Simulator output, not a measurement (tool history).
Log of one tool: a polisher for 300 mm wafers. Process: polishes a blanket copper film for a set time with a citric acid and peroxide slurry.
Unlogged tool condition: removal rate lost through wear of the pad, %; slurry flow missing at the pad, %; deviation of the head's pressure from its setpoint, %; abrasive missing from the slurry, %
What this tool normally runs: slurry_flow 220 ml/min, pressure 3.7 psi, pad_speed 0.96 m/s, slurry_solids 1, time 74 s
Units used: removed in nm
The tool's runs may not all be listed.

| run | hour | slurry_flow | pressure | pad_speed | slurry_solids | time | wafers since the last listed run | wafers polished on this pad | hours since the slurry nozzle was cleaned | hours since the head pressure was calibrated | hours since the slurry blender was calibrated | incoming thickness of the incoming film, nm | removed |
|---|---|---|---|---|---|---|---|---|---|---|---|---|---|
| 1 | 0 | 220 | 3.7 | 0.96 | 1 | 74 | 0 | 1189 | 199.3 | 348.6 | 226.5 | 628.8 | 209 |
|  | 15.9 | head pressure recalibrated |
|  | 101 | slurry blender recalibrated |
|  | 153.6 | worn pad replaced by a new one |
| 2 | 202.3 | 220 | 3.7 | 0.96 | 1 | 74 | 1732 | 434 | 401.6 | 186.4 | 101.3 | 634.1 | 192.5 |
| 3 | 271.8 | 220 | 3.7 | 0.96 | 1 | 74 | 619 | 1053 | 471.1 | 255.9 | 170.8 | 628.1 | 190.4 |
|  | 308.5 | slurry nozzle cleaned |
| 4 | 314.7 | 220 | 3.7 | 0.96 | 1 | 74 | 373 | 1427 | 6.2 | 298.8 | 213.7 | 638.1 | 223 |
| 5 | 344.4 | 220 | 3.7 | 0.96 | 1 | 74 | 264 | 1692 | 35.9 | 328.5 | 243.4 | 626.8 | 214.8 |
|  | 353.7 | head pressure recalibrated |
| 6 | 383.8 | 220 | 3.7 | 0.96 | 1 | 74 | 333 | 2025 | 75.3 | 30.1 | 282.8 | 628.6 | 218.1 |
| 7 | 421.1 | 220 | 3.7 | 0.96 | 1 | 74 | 332 | 2358 | 112.6 | 67.4 | 320.1 | 622.4 | 216.3 |
|  | 442.4 | slurry blender recalibrated |
|  | 454.9 | worn pad replaced by a new one, of another model than before |
| 8 | 487.6 | 220 | 4.3 | 0.96 | 1 | 85 | 539 | 291 | 179.1 | 133.9 | 45.2 | 632.5 | 268.5 |
| 9 | 692.8 | 220 | 4.3 | 0.96 | 1 | 85 | 1829 | 2120 | 384.3 | 339.1 | 250.4 | 630.3 | 249 |
|  | 737.6 | head pressure recalibrated |
|  | 749.9 | slurry nozzle cleaned |
|  | 753.3 | slurry blender recalibrated |
| 10 | 760 | 220 | 4.3 | 0.96 | 1 | 85 | 554 | 2675 | 10.1 | 22.4 | 6.7 | 631.3 | 261.2 |
|  | 789.7 | worn pad replaced by a new one |
| 11 | 796.3 | 220 | 3.7 | 0.96 | 1 | 74 | 287 | 58 | 46.4 | 58.7 | 43 | 639.1 | 215.3 |
| 12 | 822.2 | 220 | 3.7 | 0.82 | 1 | 74 | 230 | 289 | 72.3 | 84.6 | 68.9 | 633.2 | 183.8 |
| 13 | 893.2 | 220 | 3.7 | 0.96 | 1 | 74 | 632 | 922 | 143.3 | 155.6 | 139.9 | 638.7 | 208.2 |
| 14 | 918.1 | 220 | 3.7 | 0.96 | 1 | 74 | 221 | 1144 | 168.2 | 180.5 | 164.8 | 627.2 | 204.4 |
| 15 | 945.9 | 220 | 3.7 | 0.96 | 1 | 74 | 247 | 1392 | 196 | 208.3 | 192.6 | 631.9 | 205.9 |
| 16 | 1017.5 | 245 | 2.8 | 0.96 | 0.85 | 74 | 638 | 2030 | 267.6 | 279.9 | 264.2 | 626 | 177.2 |
| 17 | 1063 | 220 | 3.7 | 0.96 | 1 | 74 | 405 | 2436 | 313.1 | 325.4 | 309.7 | 634.2 | 197.7 |
|  | 1088.7 | slurry blender recalibrated |
| 18 | 1096.1 | 295 | 4 | 1.06 | 1 | 87 | 277 | 2713 | 346.2 | 358.5 | 7.4 | 633 | 272.4 |
|  | 1112.7 | worn pad replaced by a new one |
|  | 1117.4 | head pressure recalibrated |
| 19 | 1190.9 | 220 | 3.7 | 1.08 | 0.9 | 74 | 791 | 679 | 441 | 73.5 | 102.2 | 639 | 200.8 |
| 20 | 1234.3 | 220 | 3.7 | 0.96 | 1 | 51 | 386 | 1066 | 484.4 | 116.9 | 145.6 | 632.5 | 121.2 |
|  | 1236.4 | slurry nozzle cleaned |
| 21 | 1393.8 | 220 | 2.6 | 0.96 | 1 | 85 | 1413 | 2479 | 157.4 | 276.4 | 305.1 | 631.5 | 202.4 |
|  | 1428.7 | slurry blender recalibrated |
|  | 1430.7 | worn pad replaced by a new one |
| 22 | 1436.8 | 185 | 3.7 | 1.26 | 0.85 | 57 | 347 | 54 | 200.4 | 319.4 | 8.1 | 625.1 | 179.4 |
|  | 1479.6 | head pressure recalibrated |
| 23 | 1495.7 | 220 | 4.2 | 0.96 | 1 | 74 | 507 | 561 | 259.3 | 16.1 | 67 | 639.7 | 217.2 |

Alternative continuations, all from the tool just after run 23; predict every row:
| A | 1496.1 | 220 | 3.7 | 0.96 | 1 | 83 | 3 | 564 | 259.7 | 16.5 | 67.4 | 630.1 | ? |
| B | 1496.1 | 255 | 3.7 | 0.96 | 1 | 74 | 3 | 564 | 259.7 | 16.5 | 67.4 | 630.1 | ? |
| C | 1496.1 | 180 | 3.7 | 1.28 | 1 | 74 | 3 | 564 | 259.7 | 16.5 | 67.4 | 630.1 | ? |
| D | 1496.1 | 220 | 2.9 | 0.96 | 1 | 58 | 3 | 564 | 259.7 | 16.5 | 67.4 | 630.1 | ? |
| E | 1496.1 | 220 | 3.7 | 0.68 | 1.15 | 88 | 3 | 564 | 259.7 | 16.5 | 67.4 | 630.1 | ? |

| run | removed |
|---|---|
| A | 225.4 |
| B | 208.6 |
| C | 232.6 |
| D | 140.9 |
| E | 192.3 |
With no hidden state in the tool, these same runs would have given:
| run | removed |
|---|---|
| A | 243.4 |
| B | 222.2 |
| C | 258 |
| D | 152.2 |
| E | 207.7 |
